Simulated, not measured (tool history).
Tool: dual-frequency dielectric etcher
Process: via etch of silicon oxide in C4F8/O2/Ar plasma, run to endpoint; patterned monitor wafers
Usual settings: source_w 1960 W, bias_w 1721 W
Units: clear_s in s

| run | hour | source_w | bias_w | incoming incoming film thickness, nm | clear_s |
|---|---|---|---|---|---|
| 1 | 0.0 | 1960 | 1721 | 1293.0 | 247.4 |
| 2 | 14.7 | 1960 | 1721 | 1305.4 | 249.3 |
| 3 | 29.5 | 1960 | 1422 | 1315.9 | 261.9 |
| 4 | 40.8 | 1960 | 1422 | 1291.0 | 257.5 |
| 5 | 53.1 | 1960 | 1422 | 1296.9 | 258.6 |
| 6 | 65.5 | 2210 | 1721 | 1283.7 | 238.3 |
| 7 | 77.3 | 2210 | 1721 | 1296.7 | 241.7 |
| 8 | 93.5 | 1960 | 1721 | 1292.2 | 250.0 |
| 9 | 104.7 | 1960 | 1721 | 1309.5 | 252.7 |
| 10 | 129.8 | 2430 | 1411 | 1312.3 | 248.8 |
| 11 | 130.1 | 2420 | 1313 | 1292.8 | 247.0 |
| 12 | 137.9 | 2270 | 2075 | 1307.3 | 230.6 |
| 13 | 169.5 | 1470 | 1313 | 1305.4 | 279.9 |
| 14 | 169.8 | 1490 | 1368 | 1296.5 | 275.0 |
| 15 | 184.1 | 1960 | 1721 | 1291.8 | 239.1 |
| 16 | 192.2 | 2250 | 1307 | 1306.6 | 246.4 |
| 17 | 205.5 | 1960 | 2035 | 1289.1 | 231.2 |
| 18 | 213.4 | 1960 | 1721 | 1292.6 | 240.7 |
| 19 | 242.8 | 1960 | 2016 | 1293.3 | 231.5 |

Not shown: 4 entries that the log had between the listed runs. Between which runs, and how does the tool's hidden state differ before and after?
Between runs 8 and 9: source power generator calibrated (hour 97.9)
  etch rate over this chamber's usual, %: -3.9 -> -4.02
  measured less the result without the state, clear_s: +9.7 -> +10.2 s
Between runs 9 and 10: bias power generator calibrated (hour 110.7); upper electrode replaced (hour 129.3)
  etch rate over this chamber's usual, %: -4.02 -> -4.29
  measured less the result without the state, clear_s: +10.2 -> +10.7 s
Between runs 12 and 13: wet clean of the chamber (hour 169.0)
  etch rate over this chamber's usual, %: -4.38 -> 0.427
  measured less the result without the state, clear_s: +10.1 -> -1.2 s
